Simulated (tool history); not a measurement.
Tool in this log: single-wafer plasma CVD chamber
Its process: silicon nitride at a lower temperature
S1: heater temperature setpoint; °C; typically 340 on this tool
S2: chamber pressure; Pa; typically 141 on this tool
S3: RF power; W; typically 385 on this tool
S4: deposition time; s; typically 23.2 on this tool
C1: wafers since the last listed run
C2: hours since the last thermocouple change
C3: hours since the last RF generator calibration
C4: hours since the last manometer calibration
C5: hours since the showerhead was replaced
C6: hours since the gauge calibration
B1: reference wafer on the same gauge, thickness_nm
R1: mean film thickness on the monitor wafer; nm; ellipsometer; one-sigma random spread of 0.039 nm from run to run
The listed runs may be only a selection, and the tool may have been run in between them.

run	hour	S1	S2	S3	S4	C1	C2	C3	C4	C5	C6	B1	R1
1	0	340	141	385	23.2	0	1694.5	1682.8	2409.6	3008.1	97	26.103	25.587
2	11.1	340	141	385	23.2	242	1705.6	1693.9	2420.7	3019.2	108.1	26.103	25.615
3	28.2	340	141	385	23.2	373	1722.7	1711	2437.8	3036.3	125.2	26.096	25.593
4	35.4	340	141	385	23.2	157	1729.9	1718.2	2445	3043.5	132.4	26.098	25.63
5	45.1	340	152	385	23.2	211	1739.6	1727.9	2454.7	3053.2	142.1	26.099	26.461
6	51.9	349	141	385	25.4	148	1746.4	1734.7	2461.5	3060	148.9	26.107	27.93
7	68.9	340	141	385	21.8	371	1763.4	1751.7	2478.5	3077	165.9	26.103	23.968
8	82.4	340	141	385	21.8	294	1776.9	1765.2	2492	3090.5	179.4	26.099	24.056
# hour 101.9: capacitance manometer re-zeroed and calibrated
9	102.4	340	141	385	21.8	262	1796.9	1785.2	0.5	3110.5	199.4	26.098	22.999
10	105.5	340	141	385	23.2	67	1800	1788.3	3.6	3113.6	202.5	26.102	24.472
11	120.4	340	141	385	23.2	325	1814.9	1803.2	18.5	3128.5	217.4	26.095	24.435
# hour 134.1: RF generator calibrated
12	135.6	340	127	385	23.2	157	1830.1	1.5	33.7	3143.7	232.6	26.096	24.418
# hour 146.7: gauge calibrated
13	151.6	340	141	385	23.2	349	1846.1	17.5	49.7	3159.7	4.9	26.095	25.846
14	163.7	340	141	385	23.2	264	1858.2	29.6	61.8	3171.8	17	26.101	25.802
15	178.3	340	141	385	23.2	319	1872.8	44.2	76.4	3186.4	31.6	26.099	25.861
16	184.8	340	141	385	23.2	142	1879.3	50.7	82.9	3192.9	38.1	26.1	25.891
# hour 200.2: showerhead replaced
17	200.7	330	155	360	19	172	1895.2	66.6	98.8	0.5	54	26.102	21.182
18	206	340	141	385	23.2	115	1900.5	71.9	104.1	5.8	59.3	26.106	25.9
19	213.5	348	161	445	23.2	163	1908	79.4	111.6	13.3	66.8	26.099	30.322
20	224.9	340	141	310	27.3	249	1919.4	90.8	123	24.7	78.2	26.098	25.91
21	234.1	353	117	425	19.8	201	1928.6	100	132.2	33.9	87.4	26.094	21.093
22	246.7	340	141	450	24.5	275	1941.2	112.6	144.8	46.5	100	26.104	30.371
# hour 257.6: thermocouple changed; heater temperature recalibrated
23	258.4	345	129	460	26.1	80	0.8	124.3	156.5	58.2	111.7	26.101	31.317
24	273.9	340	120	430	23.2	338	16.3	139.8	172	73.7	127.2	26.103	25.38
25	281.9	340	141	385	23.2	174	24.3	147.8	180	81.7	135.2	26.103	25.926
26	290.9	340	141	385	23.2	196	33.3	156.8	189	90.7	144.2	26.104	25.919
27	303.1	346	141	365	20.4	266	45.5	169	201.2	102.9	156.4	26.096	21.927
28	315.1	340	141	385	23.2	262	57.5	181	213.2	114.9	168.4	26.098	25.944
29	330.2	340	141	385	23.2	329	72.6	196.1	228.3	130	183.5	26.098	25.935
30	338.8	332	141	410	23.2	187	81.2	204.7	236.9	138.6	192.1	26.103	27.124

Run-by-run hidden state of the tool:
wafer temperature above the value expected at the setpoint (K): 0 in every run
gauge reads high (%): 0 in every run
H1: delivered RF power above the setpoint (%)
H2: true pressure above the setpoint (%)
run	H1	H2
1	-6.88	8.12
2	-6.92	8.13
3	-6.98	8.14
4	-7.01	8.14
5	-7.05	8.15
6	-7.07	8.15
7	-7.14	8.16
8	-7.19	8.16
9	-7.26	-0.822
10	-7.27	-0.79
11	-7.33	-0.636
12	-0.303	-0.481
13	-0.362	-0.322
14	-0.407	-0.203
15	-0.461	-0.0629
16	-0.485	-0.00117
17	-0.544	0.148
18	-0.564	0.197
19	-0.591	0.266
20	-0.634	0.369
21	-0.668	0.451
22	-0.714	0.563
23	-0.757	0.664
24	-0.815	0.797
25	-0.844	0.864
26	-0.878	0.939
27	-0.923	1.04
28	-0.967	1.14
29	-1.02	1.26
30	-1.06	1.32
